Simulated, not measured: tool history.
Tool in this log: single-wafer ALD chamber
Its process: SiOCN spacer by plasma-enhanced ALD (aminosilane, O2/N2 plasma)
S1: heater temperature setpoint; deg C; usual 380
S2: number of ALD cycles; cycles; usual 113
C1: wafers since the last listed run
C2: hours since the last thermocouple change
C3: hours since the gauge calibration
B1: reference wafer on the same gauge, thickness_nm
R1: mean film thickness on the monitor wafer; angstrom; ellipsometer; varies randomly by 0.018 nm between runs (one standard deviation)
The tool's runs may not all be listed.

Run 1, hour 0.0: usual settings; C1 0; C2 851.1; C3 668.6; B1 8.298. Result: R1 72.80 angstrom.
Run 2, hour 45.2: usual settings; C1 88; C2 896.3; C3 713.8; B1 8.292. Result: R1 72.87 angstrom.
Run 3, hour 116.0: usual settings; C1 139; C2 967.1; C3 784.6; B1 8.275. Result: R1 72.72 angstrom.
Run 4, hour 178.9: usual settings; C1 123; C2 1030.0; C3 847.5; B1 8.259. Result: R1 72.49 angstrom.
Run 5, hour 237.0: usual settings; C1 114; C2 1088.1; C3 905.6; B1 8.254. Result: R1 72.62 angstrom.
Run 6, hour 284.9: usual settings; C1 94; C2 1136.0; C3 953.5; B1 8.240. Result: R1 72.58 angstrom.
Run 7, hour 349.0: usual settings; C1 126; C2 1200.1; C3 1017.6; B1 8.216. Result: R1 72.56 angstrom.
Run 8, hour 383.4: usual settings; C1 67; C2 1234.5; C3 1052.0; B1 8.210. Result: R1 72.07 angstrom.
At hour 399.3: thermocouple changed; heater temperature recalibrated.
At hour 431.5: gauge calibrated.
Run 9, hour 436.4: usual settings; C1 88; C2 37.1; C3 4.9; B1 8.362. Result: R1 73.58 angstrom.
Run 10, hour 502.3: usual settings; C1 129; C2 103.0; C3 70.8; B1 8.362. Result: R1 73.73 angstrom.
Run 11, hour 528.3: usual settings but S1 374 deg C, S2 95 cycles; C1 51; C2 129.0; C3 96.8; B1 8.359. Result: R1 61.61 angstrom.
Run 12, hour 596.4: usual settings; C1 134; C2 197.1; C3 164.9; B1 8.367. Result: R1 73.40 angstrom.
Run 13, hour 639.3: usual settings; C1 84; C2 240.0; C3 207.8; B1 8.364. Result: R1 73.38 angstrom.
Run 14, hour 671.0: usual settings but S1 389 deg C, S2 130 cycles; C1 62; C2 271.7; C3 239.5; B1 8.347. Result: R1 84.44 angstrom.
Run 15, hour 711.9: usual settings but S1 389 deg C, S2 102 cycles; C1 80; C2 312.6; C3 280.4; B1 8.351. Result: R1 66.38 angstrom.
Run 16, hour 757.9: usual settings but S1 369 deg C, S2 128 cycles; C1 90; C2 358.6; C3 326.4; B1 8.348. Result: R1 83.13 angstrom.
Run 17, hour 817.7: usual settings; C1 117; C2 418.4; C3 386.2; B1 8.348. Result: R1 73.25 angstrom.
Run 18, hour 884.5: usual settings but S2 104 cycles; C1 131; C2 485.2; C3 453.0; B1 8.336. Result: R1 67.53 angstrom.
Run 19, hour 929.3: usual settings but S1 391 deg C, S2 123 cycles; C1 88; C2 530.0; C3 497.8; B1 8.317. Result: R1 79.66 angstrom.
Run 20, hour 955.1: usual settings but S1 392 deg C, S2 124 cycles; C1 50; C2 555.8; C3 523.6; B1 8.324. Result: R1 80.35 angstrom.
Run 21, hour 986.9: usual settings but S1 392 deg C, S2 133 cycles; C1 62; C2 587.6; C3 555.4; B1 8.320. Result: R1 85.94 angstrom.

List, for all runs, the conditions of the tool that the log does not record:
wafer temperature above the value expected at the setpoint (K): 0 across all the runs
H1: gauge reads high (%)
run       H1
  1   -0.487
  2   -0.591
  3   -0.769
  4    -0.94
  5    -1.11
  6    -1.26
  7    -1.47
  8    -1.59
  9     0.27
 10    0.261
 11    0.254
 12    0.224
 13    0.198
 14    0.174
 15    0.138
 16   0.0917
 17   0.0204
 18  -0.0733
 19   -0.145
 20   -0.189
 21   -0.246
